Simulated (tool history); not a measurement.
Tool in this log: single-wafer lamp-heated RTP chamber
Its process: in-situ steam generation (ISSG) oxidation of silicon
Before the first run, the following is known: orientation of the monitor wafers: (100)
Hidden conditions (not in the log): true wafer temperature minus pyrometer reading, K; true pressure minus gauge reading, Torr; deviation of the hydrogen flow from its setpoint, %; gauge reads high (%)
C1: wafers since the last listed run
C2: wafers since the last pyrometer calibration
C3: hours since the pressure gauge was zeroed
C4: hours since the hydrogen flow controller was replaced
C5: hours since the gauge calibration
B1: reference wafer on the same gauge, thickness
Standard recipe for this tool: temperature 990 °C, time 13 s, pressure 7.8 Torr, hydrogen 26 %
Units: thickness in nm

{"run": 1, "hour": 0.0, "temperature": 1005, "time": 13, "pressure": 7.8, "hydrogen": 26, "C1": 0, "C2": 1856, "C3": 1986.4, "C4": 2457.3, "C5": 651.7, "B1": 4.279, "thickness": 4.259}
{"run": 2, "hour": 35.8, "temperature": 1005, "time": 13, "pressure": 7.8, "hydrogen": 26, "C1": 462, "C2": 2318, "C3": 2022.2, "C4": 2493.1, "C5": 687.5, "B1": 4.279, "thickness": 4.266}
{"run": 3, "hour": 81.2, "temperature": 990, "time": 13, "pressure": 7.8, "hydrogen": 26, "C1": 586, "C2": 2904, "C3": 2067.6, "C4": 2538.5, "C5": 732.9, "B1": 4.278, "thickness": 4.051}
{"run": 4, "hour": 133.4, "temperature": 990, "time": 13, "pressure": 7.8, "hydrogen": 26, "C1": 673, "C2": 3578, "C3": 2119.8, "C4": 2590.7, "C5": 785.1, "B1": 4.28, "thickness": 4.05}
{"run": 5, "hour": 157.9, "temperature": 990, "time": 13, "pressure": 7.8, "hydrogen": 26, "C1": 316, "C2": 3894, "C3": 2144.3, "C4": 2615.2, "C5": 809.6, "B1": 4.28, "thickness": 4.055}
{"run": 6, "hour": 202.6, "temperature": 990, "time": 13, "pressure": 9.0, "hydrogen": 26, "C1": 577, "C2": 4471, "C3": 2189.0, "C4": 2659.9, "C5": 854.3, "B1": 4.28, "thickness": 4.017}
{"run": 7, "hour": 266.0, "temperature": 990, "time": 13, "pressure": 9.0, "hydrogen": 26, "C1": 818, "C2": 5290, "C3": 2252.4, "C4": 2723.3, "C5": 917.7, "B1": 4.282, "thickness": 4.029}
{"hour": 278.0, "done": "gauge calibrated"}
{"hour": 280.8, "done": "pyrometer window cleaned and pyrometer calibrated"}
{"run": 8, "hour": 337.6, "temperature": 990, "time": 13, "pressure": 9.0, "hydrogen": 26, "C1": 821, "C2": 733, "C3": 2324.0, "C4": 2794.9, "C5": 59.6, "B1": 4.282, "thickness": 3.985}
{"run": 9, "hour": 387.0, "temperature": 990, "time": 13, "pressure": 7.4, "hydrogen": 26, "C1": 637, "C2": 1371, "C3": 2373.4, "C4": 2844.3, "C5": 109.0, "B1": 4.281, "thickness": 4.039}
{"hour": 427.8, "done": "hydrogen flow controller replaced"}
{"run": 10, "hour": 441.1, "temperature": 990, "time": 11, "pressure": 6.9, "hydrogen": 26, "C1": 595, "C2": 1966, "C3": 2427.5, "C4": 13.3, "C5": 163.1, "B1": 4.277, "thickness": 3.762}
{"run": 11, "hour": 465.4, "temperature": 990, "time": 13, "pressure": 6.9, "hydrogen": 17, "C1": 313, "C2": 2280, "C3": 2451.8, "C4": 37.6, "C5": 187.4, "B1": 4.28, "thickness": 3.609}
{"run": 12, "hour": 491.7, "temperature": 990, "time": 8, "pressure": 7.8, "hydrogen": 17, "C1": 339, "C2": 2620, "C3": 2478.1, "C4": 63.9, "C5": 213.7, "B1": 4.281, "thickness": 2.97}
{"hour": 547.2, "done": "pressure gauge zeroed"}
{"run": 13, "hour": 556.4, "temperature": 990, "time": 13, "pressure": 7.8, "hydrogen": 26, "C1": 732, "C2": 3352, "C3": 9.2, "C4": 128.6, "C5": 278.4, "B1": 4.277, "thickness": 4.051}
{"run": 14, "hour": 585.0, "temperature": 990, "time": 13, "pressure": 7.8, "hydrogen": 26, "C1": 369, "C2": 3721, "C3": 37.8, "C4": 157.2, "C5": 307.0, "B1": 4.28, "thickness": 4.046}
{"run": 15, "hour": 617.4, "temperature": 990, "time": 13, "pressure": 7.8, "hydrogen": 26, "C1": 418, "C2": 4139, "C3": 70.2, "C4": 189.6, "C5": 339.4, "B1": 4.28, "thickness": 4.055}
{"run": 16, "hour": 667.6, "temperature": 997, "time": 13, "pressure": 8.9, "hydrogen": 26, "C1": 648, "C2": 4788, "C3": 120.4, "C4": 239.8, "C5": 389.6, "B1": 4.28, "thickness": 4.121}
{"run": 17, "hour": 737.9, "temperature": 978, "time": 13, "pressure": 7.8, "hydrogen": 21, "C1": 907, "C2": 5695, "C3": 190.7, "C4": 310.1, "C5": 459.9, "B1": 4.283, "thickness": 3.692}
{"run": 18, "hour": 776.0, "temperature": 1001, "time": 13, "pressure": 7.8, "hydrogen": 30, "C1": 491, "C2": 6187, "C3": 228.8, "C4": 348.2, "C5": 498.0, "B1": 4.282, "thickness": 4.404}

Selected run-to-run steps in thickness, each split into two signed amounts: the part the tool would show with no hidden state at all (from settings, incoming material and random variation), and the remainder, which goes to the hidden state together with any gauge scatter not common to the measured and the hidden-state-free results:
Run 7 -> 8: gauge calibrated, pyrometer window cleaned and pyrometer calibrated. thickness -0.044 nm: hidden state -0.030, all else -0.014.
Run 12 -> 13: time 8 -> 13, hydrogen 17 -> 26, pressure gauge zeroed. thickness +1.081 nm: hidden state +0.013, all else +1.068.
